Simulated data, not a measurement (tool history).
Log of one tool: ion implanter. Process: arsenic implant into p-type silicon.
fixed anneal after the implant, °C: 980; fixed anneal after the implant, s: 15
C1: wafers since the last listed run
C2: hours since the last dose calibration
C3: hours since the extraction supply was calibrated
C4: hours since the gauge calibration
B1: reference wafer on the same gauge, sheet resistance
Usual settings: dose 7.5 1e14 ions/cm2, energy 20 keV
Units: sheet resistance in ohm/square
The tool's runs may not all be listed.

Run 1, hour 0: usual settings; C1 0; C2 864.3; C3 1187.3; C4 1877; B1 182.09. Result: sheet resistance 157.82 ohm/square.
Run 2, hour 105.3: usual settings; C1 2268; C2 969.6; C3 1292.6; C4 1982.3; B1 181.89. Result: sheet resistance 157.82 ohm/square.
Run 3, hour 397.1: usual settings; C1 6285; C2 1261.4; C3 1584.4; C4 2274.1; B1 181.96. Result: sheet resistance 159.76 ohm/square.
Run 4, hour 706.5: usual settings; C1 6664; C2 1570.8; C3 1893.8; C4 2583.5; B1 182.18. Result: sheet resistance 159.34 ohm/square.
Run 5, hour 744: usual settings; C1 807; C2 1608.3; C3 1931.3; C4 2621; B1 182.06. Result: sheet resistance 159.16 ohm/square.
Run 6, hour 844.7: usual settings but energy 23 keV; C1 2168; C2 1709; C3 2032; C4 2721.7; B1 181.9. Result: sheet resistance 153.45 ohm/square.
Run 7, hour 915.6: usual settings but energy 23 keV; C1 1527; C2 1779.9; C3 2102.9; C4 2792.6; B1 182.04. Result: sheet resistance 153.16 ohm/square.
Run 8, hour 963: usual settings; C1 1020; C2 1827.3; C3 2150.3; C4 2840; B1 181.85. Result: sheet resistance 158.29 ohm/square.
Run 9, hour 1014.8: usual settings but energy 25 keV; C1 1115; C2 1879.1; C3 2202.1; C4 2891.8; B1 181.94. Result: sheet resistance 151.66 ohm/square.
Run 10, hour 1099.3: usual settings but energy 25 keV; C1 1820; C2 1963.6; C3 2286.6; C4 2976.3; B1 182.1. Result: sheet resistance 150.04 ohm/square.
At hour 1149.7: Faraday cup replaced and dose calibrated.
At hour 1164.1: gauge calibrated.
Run 11, hour 1186.3: usual settings but dose 8.21 1e14 ions/cm2; C1 1701; C2 36.6; C3 2373.6; C4 22.2; B1 182.16. Result: sheet resistance 152.69 ohm/square.
Run 12, hour 1253.3: usual settings but dose 9.74 1e14 ions/cm2, energy 14 keV; C1 1443; C2 103.6; C3 2440.6; C4 89.2; B1 182.01. Result: sheet resistance 156.76 ohm/square.
Run 13, hour 1290.5: usual settings but energy 25.5 keV; C1 801; C2 140.8; C3 2477.8; C4 126.4; B1 181.84. Result: sheet resistance 151.36 ohm/square.
Run 14, hour 1334.7: usual settings but dose 6.09 1e14 ions/cm2, energy 25 keV; C1 952; C2 185; C3 2522; C4 170.6; B1 181.72. Result: sheet resistance 173.09 ohm/square.
Run 15, hour 1400.9: usual settings but dose 6.45 1e14 ions/cm2, energy 24 keV; C1 1425; C2 251.2; C3 2588.2; C4 236.8; B1 181.88. Result: sheet resistance 166.98 ohm/square.
Run 16, hour 1464.9: usual settings but dose 6.58 1e14 ions/cm2, energy 15.5 keV; C1 1378; C2 315.2; C3 2652.2; C4 300.8; B1 181.9. Result: sheet resistance 179.36 ohm/square.
Run 17, hour 1520.5: usual settings but dose 5.76 1e14 ions/cm2, energy 25.5 keV; C1 1197; C2 370.8; C3 2707.8; C4 356.4; B1 181.9. Result: sheet resistance 177.14 ohm/square.
Run 18, hour 1618.4: usual settings; C1 2108; C2 468.7; C3 2805.7; C4 454.3; B1 181.96. Result: sheet resistance 159.28 ohm/square.
Run 19, hour 1692.2: usual settings but dose 8.49 1e14 ions/cm2, energy 17.5 keV; C1 1589; C2 542.5; C3 2879.5; C4 528.1; B1 181.9. Result: sheet resistance 153.99 ohm/square.
At hour 1743.5: extraction supply calibrated.
Run 20, hour 1782.8: usual settings but dose 9.08 1e14 ions/cm2, energy 17 keV; C1 1779; C2 633.1; C3 39.3; C4 618.7; B1 182.16. Result: sheet resistance 151.92 ohm/square.
Run 21, hour 1981: usual settings; C1 4269; C2 831.3; C3 237.5; C4 816.9; B1 181.95. Result: sheet resistance 160.11 ohm/square.
Run 22, hour 2058.8: usual settings but dose 8.82 1e14 ions/cm2, energy 22 keV; C1 1675; C2 909.1; C3 315.3; C4 894.7; B1 181.68. Result: sheet resistance 141.71 ohm/square.
Run 23, hour 2130.7: usual settings but dose 6.2 1e14 ions/cm2, energy 26 keV; C1 1548; C2 981; C3 387.2; C4 966.6; B1 181.76. Result: sheet resistance 167.61 ohm/square.
Run 24, hour 2188.1: usual settings but dose 6.26 1e14 ions/cm2, energy 16 keV; C1 1236; C2 1038.4; C3 444.6; C4 1024; B1 181.88. Result: sheet resistance 182.61 ohm/square.
Run 25, hour 2257.9: usual settings but energy 14 keV; C1 1503; C2 1108.2; C3 514.4; C4 1093.8; B1 181.88. Result: sheet resistance 173.45 ohm/square.
Run 26, hour 2333.3: usual settings but dose 9.37 1e14 ions/cm2, energy 13.5 keV; C1 1624; C2 1183.6; C3 589.8; C4 1169.2; B1 182.26. Result: sheet resistance 160.7 ohm/square.
Run 27, hour 2415.1: usual settings but dose 6.16 1e14 ions/cm2, energy 16.5 keV; C1 1761; C2 1265.4; C3 671.6; C4 1251; B1 181.66. Result: sheet resistance 183.12 ohm/square.
Run 28, hour 2500.3: usual settings but dose 9 1e14 ions/cm2, energy 22.5 keV; C1 1835; C2 1350.6; C3 756.8; C4 1336.2; B1 182. Result: sheet resistance 140.49 ohm/square.
Run 29, hour 2559.3: usual settings but energy 21.5 keV; C1 1270; C2 1409.6; C3 815.8; C4 1395.2; B1 181.88. Result: sheet resistance 156.42 ohm/square.
Run 30, hour 2663.7: usual settings; C1 2248; C2 1514; C3 920.2; C4 1499.6; B1 182.13. Result: sheet resistance 157.42 ohm/square.
Run 31, hour 2704.1: usual settings; C1 870; C2 1554.4; C3 960.6; C4 1540; B1 181.99. Result: sheet resistance 157.83 ohm/square.
Run 32, hour 2801.7: usual settings but dose 9.32 1e14 ions/cm2, energy 23.5 keV; C1 2102; C2 1652; C3 1058.2; C4 1637.6; B1 181.77. Result: sheet resistance 134.87 ohm/square.
Run 33, hour 2897.1: usual settings but dose 5.32 1e14 ions/cm2; C1 2054; C2 1747.4; C3 1153.6; C4 1733; B1 182.07. Result: sheet resistance 195.46 ohm/square.
Run 34, hour 2955.5: usual settings but dose 8.53 1e14 ions/cm2; C1 1257; C2 1805.8; C3 1212; C4 1791.4; B1 182.35. Result: sheet resistance 149.74 ohm/square.
Run 35, hour 3063.5: usual settings but dose 5.29 1e14 ions/cm2; C1 2326; C2 1913.8; C3 1320; C4 1899.4; B1 182.25. Result: sheet resistance 195.87 ohm/square.
Run 36, hour 3155.4: usual settings; C1 1979; C2 2005.7; C3 1411.9; C4 1991.3; B1 181.88. Result: sheet resistance 158.54 ohm/square.

5 ways to go on from here, each from the tool as it stands after run 36. What would each give?
Run A, hour 3155.8: usual settings; C1 8; C2 2006.1; C3 1412.3; C4 1991.7; B1 ?. Result: sheet resistance ?.
Run B, hour 3155.8: usual settings but dose 8.66 1e14 ions/cm2; C1 8; C2 2006.1; C3 1412.3; C4 1991.7; B1 ?. Result: sheet resistance ?.
Run C, hour 3155.8: usual settings but dose 9.34 1e14 ions/cm2; C1 8; C2 2006.1; C3 1412.3; C4 1991.7; B1 ?. Result: sheet resistance ?.
Run D, hour 3155.8: usual settings but dose 5.68 1e14 ions/cm2; C1 8; C2 2006.1; C3 1412.3; C4 1991.7; B1 ?. Result: sheet resistance ?.
Run E, hour 3155.8: usual settings but dose 9.4 1e14 ions/cm2, energy 13.5 keV; C1 8; C2 2006.1; C3 1412.3; C4 1991.7; B1 ?. Result: sheet resistance ?.

run      B1  sheet resistance
  A  181.86             157.8
  B  181.86            146.79
  C  181.86            141.84
  D  181.86               186
  E  181.86            158.69
Without the tool's hidden state the same runs would have given:
run  sheet resistance
  A             157.8
  B            146.79
  C            141.84
  D               186
  E            158.69

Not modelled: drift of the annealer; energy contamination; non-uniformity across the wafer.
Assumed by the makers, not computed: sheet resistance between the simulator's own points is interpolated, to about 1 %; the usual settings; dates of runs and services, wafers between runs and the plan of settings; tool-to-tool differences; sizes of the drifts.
